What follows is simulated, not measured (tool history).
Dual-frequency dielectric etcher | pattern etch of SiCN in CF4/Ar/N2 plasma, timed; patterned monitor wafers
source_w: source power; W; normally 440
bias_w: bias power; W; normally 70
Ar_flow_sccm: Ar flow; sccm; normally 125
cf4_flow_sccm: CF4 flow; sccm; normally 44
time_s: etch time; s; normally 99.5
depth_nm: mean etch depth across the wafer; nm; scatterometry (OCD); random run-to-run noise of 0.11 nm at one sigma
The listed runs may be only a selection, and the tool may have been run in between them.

run	hour	source_w	bias_w	Ar_flow_sccm	cf4_flow_sccm	time_s	read-back reference wafer on the same gauge, depth_nm	depth_nm
1	0	440	70	125	44	78	60.6	58.2
2	9.3	440	70	125	44	78	60.6	58.2
# hour 36.4: wet clean of the chamber
3	36.9	440	70	125	44	99.5	60.6	75.2
4	37.3	440	70	125	44	99.5	60.6	75.1
5	38.3	440	70	125	44	99.5	60.5	75.2
6	47.3	440	70	125	44	99.5	60.6	75.2
# hour 59.5: bias power generator calibrated
7	61.8	440	70	125	44	99.5	60.6	75.5
# hour 68.4: CF4 flow controller replaced
# hour 104: upper electrode replaced
8	104.5	440	70	125	44	99.5	60.7	75.3
9	104.9	440	55	125	44	99.5	60.6	69.2
10	111.3	490	70	125	41	99.5	60.6	83.2
# hour 114.2: gauge calibrated
11	118.4	520	70	125	44	99.5	60.6	89
# hour 131.2: Ar flow controller replaced
12	131.7	520	63	125	34	108	60.6	90.4
# hour 146.6: source power generator calibrated
13	147.1	440	70	125	44	99.5	60.6	71
14	149.4	500	70	125	44	99.5	60.6	81.1
15	160.1	440	70	113	34	99.5	60.6	70.6
16	166.1	440	87	144	44	82.5	60.6	62.5
17	192.6	530	82	94	44	99.5	60.6	96.4
18	199.5	380	53	108	44	126.5	60.6	72.6
19	211.9	440	60	125	44	99.5	60.6	67.4

Expected results for the next run?
20	225.8	440	70	125	44	99.5	?	?

read-back reference wafer on the same gauge, depth_nm: 60.6
depth_nm: 71.1 nm
Were there no unlogged condition in the tool, this run, its random variation unchanged, would have produced depth_nm 71.3 nm.

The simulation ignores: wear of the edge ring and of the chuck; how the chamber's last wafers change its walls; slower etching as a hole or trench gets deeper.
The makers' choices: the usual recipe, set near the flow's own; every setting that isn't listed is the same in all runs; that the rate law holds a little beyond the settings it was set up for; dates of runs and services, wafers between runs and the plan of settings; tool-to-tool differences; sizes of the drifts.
